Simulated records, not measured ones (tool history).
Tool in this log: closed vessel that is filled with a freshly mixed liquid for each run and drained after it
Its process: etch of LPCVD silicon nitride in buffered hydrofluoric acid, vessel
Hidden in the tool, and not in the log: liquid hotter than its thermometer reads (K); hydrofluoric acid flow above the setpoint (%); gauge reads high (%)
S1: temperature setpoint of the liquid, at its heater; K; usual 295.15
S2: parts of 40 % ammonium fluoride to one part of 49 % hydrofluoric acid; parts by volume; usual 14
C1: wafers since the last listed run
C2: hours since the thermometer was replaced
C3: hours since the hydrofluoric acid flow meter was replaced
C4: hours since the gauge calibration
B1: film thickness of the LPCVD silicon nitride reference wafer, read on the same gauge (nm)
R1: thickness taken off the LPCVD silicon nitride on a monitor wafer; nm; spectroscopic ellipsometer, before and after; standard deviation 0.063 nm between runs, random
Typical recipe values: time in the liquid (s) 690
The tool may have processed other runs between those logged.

run 1 hour=0 | S1=295.15 S2=14 time_in_the_liquid_(s)=690 | C1=0 C2=2178.6 C3=1637.9 C4=637.8 | B1=129.97 | R1=8.88
run 2 hour=73.9 | S1=292.15 S2=9.5 time_in_the_liquid_(s)=690 | C1=6002 C2=2252.5 C3=1711.8 C4=711.7 | B1=129.97 | R1=10.59
run 3 hour=114.2 | S1=292.15 S2=9.5 time_in_the_liquid_(s)=690 | C1=3273 C2=2292.8 C3=1752.1 C4=752 | B1=130.01 | R1=10.82
run 4 hour=178.7 | S1=295.15 S2=16 time_in_the_liquid_(s)=690 | C1=5238 C2=2357.3 C3=1816.6 C4=816.5 | B1=129.95 | R1=7.81
run 5 hour=212.9 | S1=295.15 S2=16 time_in_the_liquid_(s)=690 | C1=2777 C2=2391.5 C3=1850.8 C4=850.7 | B1=130.04 | R1=8
run 6 hour=273.3 | S1=295.15 S2=16 time_in_the_liquid_(s)=690 | C1=4905 C2=2451.9 C3=1911.2 C4=911.1 | B1=130 | R1=8.05
run 7 hour=303 | S1=298.15 S2=14 time_in_the_liquid_(s)=690 | C1=2412 C2=2481.6 C3=1940.9 C4=940.8 | B1=129.97 | R1=10.55
-- hour=351.6 thermometer replaced
run 8 hour=355.5 | S1=298.15 S2=14 time_in_the_liquid_(s)=690 | C1=4183 C2=3.9 C3=1993.4 C4=993.3 | B1=130.04 | R1=9.3
run 9 hour=426.3 | S1=298.15 S2=14 time_in_the_liquid_(s)=690 | C1=5750 C2=74.7 C3=2064.2 C4=1064.1 | B1=129.98 | R1=9.49
-- hour=484.9 gauge calibrated
run 10 hour=491.2 | S1=295.15 S2=14 time_in_the_liquid_(s)=690 | C1=5271 C2=139.6 C3=2129.1 C4=6.3 | B1=129.98 | R1=7.99
-- hour=513.6 hydrofluoric acid flow meter replaced
run 11 hour=555.1 | S1=295.15 S2=14 time_in_the_liquid_(s)=690 | C1=5109 C2=203.5 C3=41.5 C4=70.2 | B1=130.05 | R1=7.3
run 12 hour=617.1 | S1=298.65 S2=14 time_in_the_liquid_(s)=690 | C1=5035 C2=265.5 C3=103.5 C4=132.2 | B1=129.95 | R1=8.9
run 13 hour=684.2 | S1=296.65 S2=14 time_in_the_liquid_(s)=690 | C1=5450 C2=332.6 C3=170.6 C4=199.3 | B1=130.06 | R1=8.03
run 14 hour=740.8 | S1=293.15 S2=8.5 time_in_the_liquid_(s)=690 | C1=4597 C2=389.2 C3=227.2 C4=255.9 | B1=130.05 | R1=10.56
run 15 hour=779.9 | S1=299.65 S2=14 time_in_the_liquid_(s)=340 | C1=3175 C2=428.3 C3=266.3 C4=295 | B1=130.02 | R1=4.69
run 16 hour=829.6 | S1=295.15 S2=14 time_in_the_liquid_(s)=690 | C1=4036 C2=478 C3=316 C4=344.7 | B1=130.03 | R1=7.53
run 17 hour=867.8 | S1=292.15 S2=8.5 time_in_the_liquid_(s)=440 | C1=3102 C2=516.2 C3=354.2 C4=382.9 | B1=129.96 | R1=6.48
run 18 hour=894.3 | S1=296.65 S2=14 time_in_the_liquid_(s)=410 | C1=2152 C2=542.7 C3=380.7 C4=409.4 | B1=130.03 | R1=4.84

The tool's hidden state at each run:
gauge reads high (%): 0 on each run
H1: liquid hotter than its thermometer reads (K)
H2: hydrofluoric acid flow above the setpoint (%)
run=1 H1=2.53 H2=9.84
run=2 H1=2.59 H2=10.3
run=3 H1=2.63 H2=10.5
run=4 H1=2.69 H2=10.9
run=5 H1=2.72 H2=11.1
run=6 H1=2.78 H2=11.4
run=7 H1=2.8 H2=11.6
run=8 H1=0.247 H2=11.9
run=9 H1=0.312 H2=12.3
run=10 H1=0.371 H2=12.7
run=11 H1=0.43 H2=1.08
run=12 H1=0.487 H2=1.43
run=13 H1=0.548 H2=1.82
run=14 H1=0.6 H2=2.14
run=15 H1=0.636 H2=2.37
run=16 H1=0.681 H2=2.65
run=17 H1=0.716 H2=2.87
run=18 H1=0.74 H2=3.02
